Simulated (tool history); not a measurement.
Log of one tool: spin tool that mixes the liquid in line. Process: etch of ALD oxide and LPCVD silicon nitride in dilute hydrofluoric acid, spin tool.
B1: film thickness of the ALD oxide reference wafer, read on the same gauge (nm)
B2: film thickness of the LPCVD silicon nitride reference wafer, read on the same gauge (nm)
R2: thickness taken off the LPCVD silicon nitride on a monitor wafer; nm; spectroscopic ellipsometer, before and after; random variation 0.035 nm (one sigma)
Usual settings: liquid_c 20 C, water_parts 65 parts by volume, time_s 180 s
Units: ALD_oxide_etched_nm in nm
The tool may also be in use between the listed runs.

{"run": 1, "day": 0.0, "liquid_c": 20, "water_parts": 65, "time_s": 180, "B1": 99.98, "B2": 49.944, "ALD_oxide_etched_nm": 38.21, "R2": 1.201}
{"run": 2, "day": 0.471, "liquid_c": 20, "water_parts": 65, "time_s": 180, "B1": 99.99, "B2": 50.03, "ALD_oxide_etched_nm": 38.65, "R2": 1.189}
{"day": 1.308, "done": "hydrofluoric acid flow meter replaced"}
{"run": 3, "day": 1.967, "liquid_c": 20, "water_parts": 65, "time_s": 180, "B1": 99.99, "B2": 50.027, "ALD_oxide_etched_nm": 38.38, "R2": 1.162}
{"run": 4, "day": 2.642, "liquid_c": 20, "water_parts": 65, "time_s": 180, "B1": 100, "B2": 49.954, "ALD_oxide_etched_nm": 38.53, "R2": 1.204}
{"run": 5, "day": 3.167, "liquid_c": 24, "water_parts": 50, "time_s": 235, "B1": 100.02, "B2": 50.023, "ALD_oxide_etched_nm": 77.66, "R2": 2.723}
{"run": 6, "day": 3.742, "liquid_c": 22.5, "water_parts": 65, "time_s": 180, "B1": 100, "B2": 50.064, "ALD_oxide_etched_nm": 42.93, "R2": 1.372}
{"run": 7, "day": 4.142, "liquid_c": 20, "water_parts": 85, "time_s": 180, "B1": 99.97, "B2": 50.029, "ALD_oxide_etched_nm": 28.7, "R2": 0.938}
{"day": 4.354, "done": "thermometer replaced"}
{"run": 8, "day": 4.412, "liquid_c": 21.5, "water_parts": 80, "time_s": 180, "B1": 99.99, "B2": 50.007, "ALD_oxide_etched_nm": 29.28, "R2": 0.907}
{"run": 9, "day": 5.154, "liquid_c": 23, "water_parts": 35, "time_s": 105, "B1": 100.01, "B2": 49.968, "ALD_oxide_etched_nm": 44.07, "R2": 1.287}
{"run": 10, "day": 5.683, "liquid_c": 23, "water_parts": 50, "time_s": 180, "B1": 100, "B2": 49.984, "ALD_oxide_etched_nm": 51.79, "R2": 1.657}
{"run": 11, "day": 6.096, "liquid_c": 20, "water_parts": 75, "time_s": 180, "B1": 100.04, "B2": 50.01, "ALD_oxide_etched_nm": 29.54, "R2": 0.818}
{"run": 12, "day": 6.4, "liquid_c": 23.5, "water_parts": 65, "time_s": 240, "B1": 99.98, "B2": 50, "ALD_oxide_etched_nm": 53.63, "R2": 1.701}
{"run": 13, "day": 7.025, "liquid_c": 24.5, "water_parts": 75, "time_s": 80, "B1": 99.98, "B2": 49.966, "ALD_oxide_etched_nm": 15.89, "R2": 0.517}
{"run": 14, "day": 7.517, "liquid_c": 20, "water_parts": 35, "time_s": 180, "B1": 100.02, "B2": 49.998, "ALD_oxide_etched_nm": 67.01, "R2": 1.727}
{"run": 15, "day": 8.021, "liquid_c": 23, "water_parts": 80, "time_s": 220, "B1": 99.98, "B2": 49.992, "ALD_oxide_etched_nm": 38.03, "R2": 1.254}
{"run": 16, "day": 8.342, "liquid_c": 18, "water_parts": 45, "time_s": 180, "B1": 99.99, "B2": 49.993, "ALD_oxide_etched_nm": 47.33, "R2": 1.274}
{"run": 17, "day": 8.729, "liquid_c": 17, "water_parts": 65, "time_s": 180, "B1": 99.99, "B2": 49.989, "ALD_oxide_etched_nm": 30.84, "R2": 0.829}
{"day": 9.033, "done": "gauge calibrated"}
{"run": 18, "day": 9.225, "liquid_c": 20, "water_parts": 65, "time_s": 180, "B1": 99.99, "B2": 50.013, "ALD_oxide_etched_nm": 34.91, "R2": 1.007}
{"run": 19, "day": 10.608, "liquid_c": 20, "water_parts": 95, "time_s": 180, "B1": 100, "B2": 50.02, "ALD_oxide_etched_nm": 23.07, "R2": 0.69}
{"run": 20, "day": 11.042, "liquid_c": 18.5, "water_parts": 75, "time_s": 180, "B1": 99.98, "B2": 49.966, "ALD_oxide_etched_nm": 28.14, "R2": 0.749}
{"run": 21, "day": 11.575, "liquid_c": 21.5, "water_parts": 80, "time_s": 180, "B1": 100.01, "B2": 50.016, "ALD_oxide_etched_nm": 30.04, "R2": 0.92}
{"run": 22, "day": 12.117, "liquid_c": 17, "water_parts": 65, "time_s": 115, "B1": 100.04, "B2": 50.031, "ALD_oxide_etched_nm": 19.75, "R2": 0.507}
{"run": 23, "day": 12.529, "liquid_c": 20, "water_parts": 45, "time_s": 180, "B1": 100, "B2": 50.026, "ALD_oxide_etched_nm": 51.46, "R2": 1.412}
{"run": 24, "day": 12.925, "liquid_c": 20, "water_parts": 65, "time_s": 135, "B1": 100.02, "B2": 49.966, "ALD_oxide_etched_nm": 26.11, "R2": 0.745}
{"run": 25, "day": 13.588, "liquid_c": 20, "water_parts": 65, "time_s": 180, "B1": 100.01, "B2": 49.993, "ALD_oxide_etched_nm": 34.96, "R2": 0.979}
{"run": 26, "day": 14.15, "liquid_c": 20, "water_parts": 65, "time_s": 180, "B1": 99.99, "B2": 50.01, "ALD_oxide_etched_nm": 35.64, "R2": 1.003}

4 ways to go on from here, each from the tool as it stands after run 26. What would each give?
{"run": "A", "day": 14.171, "liquid_c": 20, "water_parts": 65, "time_s": 75, "B1": "?", "B2": "?", "ALD_oxide_etched_nm": "?", "R2": "?"}
{"run": "B", "day": 14.171, "liquid_c": 20, "water_parts": 80, "time_s": 180, "B1": "?", "B2": "?", "ALD_oxide_etched_nm": "?", "R2": "?"}
{"run": "C", "day": 14.171, "liquid_c": 24.5, "water_parts": 75, "time_s": 85, "B1": "?", "B2": "?", "ALD_oxide_etched_nm": "?", "R2": "?"}
{"run": "D", "day": 14.171, "liquid_c": 18, "water_parts": 50, "time_s": 220, "B1": "?", "B2": "?", "ALD_oxide_etched_nm": "?", "R2": "?"}

run=A B1=99.98 B2=49.979 ALD_oxide_etched_nm=14.73 R2=0.428
run=B B1=99.98 B2=49.979 ALD_oxide_etched_nm=28.22 R2=0.838
run=C B1=99.98 B2=49.979 ALD_oxide_etched_nm=17.18 R2=0.571
run=D B1=99.98 B2=49.979 ALD_oxide_etched_nm=52.52 R2=1.41
Without the tool's hidden state the same runs would have given:
run=A ALD_oxide_etched_nm=14.48 R2=0.416
run=B ALD_oxide_etched_nm=27.75 R2=0.815
run=C ALD_oxide_etched_nm=16.9 R2=0.556
run=D ALD_oxide_etched_nm=51.6 R2=1.37
